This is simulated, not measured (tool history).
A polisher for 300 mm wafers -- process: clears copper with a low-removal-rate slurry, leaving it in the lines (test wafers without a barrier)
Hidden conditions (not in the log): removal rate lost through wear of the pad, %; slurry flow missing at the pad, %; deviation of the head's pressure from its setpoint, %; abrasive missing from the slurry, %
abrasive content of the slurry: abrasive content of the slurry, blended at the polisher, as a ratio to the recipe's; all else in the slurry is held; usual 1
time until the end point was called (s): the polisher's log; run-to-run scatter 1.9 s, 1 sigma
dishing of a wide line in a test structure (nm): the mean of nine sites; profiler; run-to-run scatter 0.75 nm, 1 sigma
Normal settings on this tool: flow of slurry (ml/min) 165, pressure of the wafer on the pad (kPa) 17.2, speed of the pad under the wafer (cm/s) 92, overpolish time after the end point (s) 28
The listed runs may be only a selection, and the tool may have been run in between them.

| run | day | flow of slurry (ml/min) | pressure of the wafer on the pad (kPa) | speed of the pad under the wafer (cm/s) | abrasive content of the slurry | overpolish time after the end point (s) | wafers since the last listed run | wafers polished on this pad | hours since the slurry nozzle was cleaned | hours since the head pressure was calibrated | hours since the slurry blender was calibrated | incoming thickness of the incoming film, nm | time until the end point was called (s) | dishing of a wide line in a test structure (nm) |
|---|---|---|---|---|---|---|---|---|---|---|---|---|---|---|
| 1 | 0 | 165 | 13.8 | 92 | 1 | 28 | 0 | 911 | 481.6 | 586 | 278.3 | 375.2 | 170.7 | 39.6 |
|  | 0.65 | worn pad replaced by a new one |
| 2 | 1.329 | 165 | 13.8 | 92 | 1 | 28 | 189 | 111 | 513.5 | 617.9 | 310.2 | 367.3 | 166.3 | 38.1 |
| 3 | 1.988 | 165 | 17.2 | 100 | 1 | 37 | 107 | 218 | 529.3 | 633.7 | 326 | 369.5 | 125.5 | 62 |
|  | 2.117 | slurry blender recalibrated |
| 4 | 3.338 | 165 | 17.2 | 92 | 1 | 28 | 206 | 425 | 561.7 | 666.1 | 29.3 | 373.4 | 138.9 | 48.4 |
|  | 6.8 | slurry nozzle cleaned |
|  | 6.838 | worn pad replaced by a new one |
| 5 | 6.858 | 165 | 17.2 | 92 | 1 | 28 | 561 | 3 | 1.4 | 750.6 | 113.8 | 370.7 | 139.4 | 48 |
| 6 | 7.592 | 165 | 17.2 | 92 | 1 | 41 | 119 | 123 | 19 | 768.2 | 131.4 | 372.9 | 139.4 | 62.9 |
| 7 | 8.679 | 165 | 17.2 | 92 | 1 | 41 | 177 | 300 | 45.1 | 794.3 | 157.5 | 363.9 | 132.4 | 62.2 |
| 8 | 9.675 | 165 | 17.2 | 92 | 1 | 41 | 162 | 463 | 69 | 818.2 | 181.4 | 364.1 | 135.3 | 62.5 |
| 9 | 10.446 | 165 | 17.2 | 92 | 1.3 | 28 | 125 | 589 | 87.5 | 836.7 | 199.9 | 370 | 132.8 | 48.7 |
|  | 10.625 | head pressure recalibrated |
| 10 | 11.8 | 145 | 12.4 | 92 | 1 | 28 | 207 | 796 | 120 | 28.2 | 232.4 | 371.7 | 211.7 | 32.5 |
|  | 12.821 | worn pad replaced by a new one |
| 11 | 13.15 | 165 | 20.7 | 92 | 1 | 22 | 193 | 53 | 152.4 | 60.6 | 264.8 | 370.3 | 122 | 42.8 |
| 12 | 14.383 | 120 | 17.2 | 92 | 1 | 43 | 201 | 254 | 182 | 90.2 | 294.4 | 372.2 | 150.7 | 59.8 |
|  | 15.654 | slurry blender recalibrated |
| 13 | 15.675 | 165 | 17.2 | 92 | 0.85 | 28 | 197 | 452 | 213 | 121.2 | 0.5 | 369.9 | 149.9 | 46.5 |
| 14 | 16.892 | 165 | 19.3 | 92 | 1 | 28 | 198 | 650 | 242.2 | 150.4 | 29.7 | 364 | 127.3 | 50.9 |
| 15 | 17.742 | 165 | 23.4 | 92 | 1 | 44 | 138 | 789 | 262.6 | 170.8 | 50.1 | 367.8 | 106.8 | 78.8 |
| 16 | 18.558 | 165 | 17.2 | 92 | 1 | 17 | 133 | 922 | 282.2 | 190.4 | 69.7 | 376.5 | 143.1 | 31.2 |
|  | 18.975 | worn pad replaced by a new one |
| 17 | 19.575 | 165 | 17.2 | 92 | 1 | 28 | 138 | 98 | 306.6 | 214.8 | 94.1 | 374.1 | 143.1 | 46 |

Below are 4 alternative next runs, each starting from the tool's condition after run 17. Predict each:
| A | 19.596 | 165 | 20.7 | 92 | 1 | 28 | 3 | 101 | 307.1 | 215.3 | 94.6 | 368.6 | ? | ? |
| B | 19.596 | 105 | 15.2 | 92 | 1 | 18 | 3 | 101 | 307.1 | 215.3 | 94.6 | 368.6 | ? | ? |
| C | 19.596 | 140 | 17.2 | 102 | 1.25 | 36 | 3 | 101 | 307.1 | 215.3 | 94.6 | 368.6 | ? | ? |
| D | 19.596 | 130 | 20 | 108 | 0.9 | 28 | 3 | 101 | 307.1 | 215.3 | 94.6 | 368.6 | ? | ? |

| run | time until the end point was called (s) | dishing of a wide line in a test structure (nm) |
|---|---|---|
| A | 117.7 | 54.1 |
| B | 166.8 | 28.3 |
| C | 124.7 | 60.9 |
| D | 107.7 | 57.5 |
Without the tool's hidden state the same runs would have given:
| run | time until the end point was called (s) | dishing of a wide line in a test structure (nm) |
|---|---|---|
| A | 127 | 50.9 |
| B | 179.9 | 26.5 |
| C | 134.5 | 57.5 |
| D | 116.2 | 54.1 |

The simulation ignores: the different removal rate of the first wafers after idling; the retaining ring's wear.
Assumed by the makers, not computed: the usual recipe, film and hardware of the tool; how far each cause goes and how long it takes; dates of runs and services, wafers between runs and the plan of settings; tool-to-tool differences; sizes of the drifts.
